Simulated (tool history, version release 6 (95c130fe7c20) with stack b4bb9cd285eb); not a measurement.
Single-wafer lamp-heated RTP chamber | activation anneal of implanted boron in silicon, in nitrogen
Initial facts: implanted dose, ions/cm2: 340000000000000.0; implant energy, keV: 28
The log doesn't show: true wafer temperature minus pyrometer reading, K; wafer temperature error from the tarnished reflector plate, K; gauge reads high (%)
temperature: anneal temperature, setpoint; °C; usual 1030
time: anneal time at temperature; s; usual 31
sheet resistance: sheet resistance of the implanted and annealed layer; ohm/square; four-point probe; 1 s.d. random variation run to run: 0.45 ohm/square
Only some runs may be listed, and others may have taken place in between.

run	hour	temperature	time	wafers since the last listed run	wafers since the last pyrometer calibration	wafers since the reflector plate was cleaned	hours since the gauge calibration	read-back reference wafer on the same gauge, sheet resistance	sheet resistance
1	0.0	1030	31	0	5862	3268	33.0	281.04	303.33
# hour 10.9: pyrometer window cleaned and pyrometer calibrated
2	33.8	1030	31	414	367	3682	66.8	281.09	302.98
3	65.8	1030	31	514	881	4197	98.8	281.17	302.79
4	99.8	1030	31	546	1428	4743	132.8	280.95	303.33
5	128.2	1030	31	456	1884	5200	161.2	280.93	304.16
6	147.2	1018	31	305	2190	5505	180.2	280.85	305.64
7	176.9	1030	31	477	2667	5982	209.9	280.88	303.01
8	204.5	1030	31	443	3110	6426	237.5	281.05	303.35
9	216.9	1030	31	199	3310	6625	249.9	281.01	303.16
10	247.6	1030	31	493	3803	7118	280.6	281.12	303.07
11	280.9	1030	13	535	4338	7654	313.9	280.90	305.98
12	308.1	1052	45	437	4775	8091	341.1	281.05	300.98
# hour 315.0: gauge calibrated
# hour 358.8: pyrometer window cleaned and pyrometer calibrated
13	390.6	1005	17	1197	510	9288	75.6	280.91	310.43
14	465.3	1006	39	1200	1711	10489	150.3	280.98	306.35
# hour 474.3: reflector plate cleaned
15	488.9	1030	31	250	1961	234	173.9	281.07	303.58
16	504.9	1010	21	257	2219	491	189.9	281.06	307.45
17	517.5	1005	47	202	2421	694	202.5	281.06	306.21
18	551.4	1030	31	544	2966	1239	236.4	281.23	303.74
19	584.0	1030	19	523	3490	1763	269.0	280.95	304.46
20	606.9	1030	31	368	3858	2131	291.9	281.10	303.13

What if the next run were any one of these 3? Each begins from the tool's condition after run 20:
A	607.3	1030	31	6	3864	2137	292.3	?	?
B	607.3	1008	44	6	3864	2137	292.3	?	?
C	607.3	1045	37	6	3864	2137	292.3	?	?

run	read-back reference wafer on the same gauge, sheet resistance	sheet resistance
A	281.06	303.01
B	281.06	305.46
C	281.06	301.25
With no hidden state in the tool, these same runs would have given:
run	sheet resistance
A	303.01
B	305.46
C	301.25

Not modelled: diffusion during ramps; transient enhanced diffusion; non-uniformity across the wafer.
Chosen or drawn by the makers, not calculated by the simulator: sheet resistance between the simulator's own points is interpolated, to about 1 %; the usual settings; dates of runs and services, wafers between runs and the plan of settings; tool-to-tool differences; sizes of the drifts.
